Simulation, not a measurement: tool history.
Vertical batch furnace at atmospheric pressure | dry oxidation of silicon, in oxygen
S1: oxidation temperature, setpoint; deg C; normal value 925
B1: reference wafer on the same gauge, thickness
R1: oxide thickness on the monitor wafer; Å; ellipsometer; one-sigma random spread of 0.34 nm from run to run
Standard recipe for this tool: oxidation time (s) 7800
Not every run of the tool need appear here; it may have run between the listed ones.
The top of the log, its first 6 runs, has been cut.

Run 7, hour 272.0: usual settings; B1 69.68. Result: R1 658.3 Å.
Run 8, hour 304.8: usual settings; B1 69.80. Result: R1 662.2 Å.
Run 9, hour 353.2: usual settings; B1 69.81. Result: R1 665.5 Å.
Run 10, hour 411.7: usual settings; B1 69.75. Result: R1 663.5 Å.
At hour 447.3: thermocouples replaced and temperature profile calibrated.
Run 11, hour 447.8: usual settings; B1 69.96. Result: R1 658.6 Å.
Run 12, hour 510.1: usual settings; B1 70.01. Result: R1 659.6 Å.
Run 13, hour 542.6: usual settings; B1 69.89. Result: R1 666.1 Å.
Run 14, hour 613.1: usual settings but S1 914 deg C; B1 69.88. Result: R1 602.5 Å.
Run 15, hour 672.5: usual settings; B1 69.98. Result: R1 662.0 Å.
Run 16, hour 732.7: usual settings but oxidation time (s) 9390; B1 70.00. Result: R1 757.8 Å.
Run 17, hour 800.5: usual settings but S1 911 deg C, oxidation time (s) 4650; B1 70.13. Result: R1 401.5 Å.
Run 18, hour 834.5: usual settings but S1 932 deg C, oxidation time (s) 4530; B1 70.21. Result: R1 486.2 Å.
Run 19, hour 878.8: usual settings but oxidation time (s) 11190; B1 70.08. Result: R1 856.5 Å.
Run 20, hour 943.7: usual settings but S1 916 deg C, oxidation time (s) 10950; B1 70.07. Result: R1 759.7 Å.
Run 21, hour 1014.9: usual settings but oxidation time (s) 11460; B1 70.21. Result: R1 861.2 Å.
Run 22, hour 1062.5: usual settings but S1 916 deg C, oxidation time (s) 10170; B1 70.40. Result: R1 732.3 Å.
At hour 1099.1: boat lift adjusted.
Run 23, hour 1102.6: usual settings but oxidation time (s) 11040; B1 70.13. Result: R1 844.2 Å.
At hour 1105.9: gauge calibrated.
Run 24, hour 1252.7: usual settings but S1 934 deg C, oxidation time (s) 4560; B1 66.20. Result: R1 468.4 Å.
Run 25, hour 1315.8: usual settings; B1 66.34. Result: R1 625.0 Å.
Run 26, hour 1349.1: usual settings but S1 905 deg C, oxidation time (s) 5370; B1 66.57. Result: R1 402.5 Å.
Run 27, hour 1378.5: usual settings but oxidation time (s) 6210; B1 66.68. Result: R1 534.5 Å.
Run 28, hour 1425.6: usual settings but S1 916 deg C, oxidation time (s) 4260; B1 66.82. Result: R1 380.8 Å.
Run 29, hour 1467.6: usual settings; B1 66.92. Result: R1 643.1 Å.

Predict the results of run 30:
Run 30, hour 1535.8: usual settings; B1 ?. Result: R1 ?.

Run 30 came out at B1 67.26, R1 638.5 Å.
On a tool with no hidden condition, and with the same random variation, this run would have come out at R1 626.0 Å.
